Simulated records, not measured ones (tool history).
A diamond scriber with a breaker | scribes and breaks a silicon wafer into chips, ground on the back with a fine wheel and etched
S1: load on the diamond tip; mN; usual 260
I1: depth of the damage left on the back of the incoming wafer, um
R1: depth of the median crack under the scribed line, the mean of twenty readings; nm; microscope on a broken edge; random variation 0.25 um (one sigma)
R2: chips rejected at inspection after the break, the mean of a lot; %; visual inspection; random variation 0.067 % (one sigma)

run,hour,S1,I1,R1,R2
1,0.0,212,0.37,10730,5.33
2,36.3,212,0.57,10940,5.10
3,72.5,260,0.46,12590,1.89
4,106.8,260,0.36,12460,1.98
5,133.6,260,0.41,12530,1.96
6,191.0,260,0.59,12650,2.07
7,249.6,260,0.34,12860,2.10
8,291.6,198,0.39,10230,7.85
9,326.1,198,0.38,9900,7.97
# hour 341.9: diamond tip replaced by a new one
10,396.6,260,0.36,12660,1.95
11,422.5,235,0.56,11950,2.75
12,466.9,330,0.71,15590,5.81
# hour 473.3: load on the tip recalibrated
13,505.1,287,0.43,13860,2.84
14,573.9,295,0.59,14830,3.05
15,619.4,326,0.36,15760,5.67
16,678.6,260,0.38,12970,1.98
17,737.6,280,0.79,13770,2.44
18,762.5,323,0.58,15880,4.86

The tool's hidden state at each run:
share of the diamond tip's cutting effectiveness lost through wear, %: 0 in every run
deviation of the load on the tip from its setpoint, %: 0 in every run
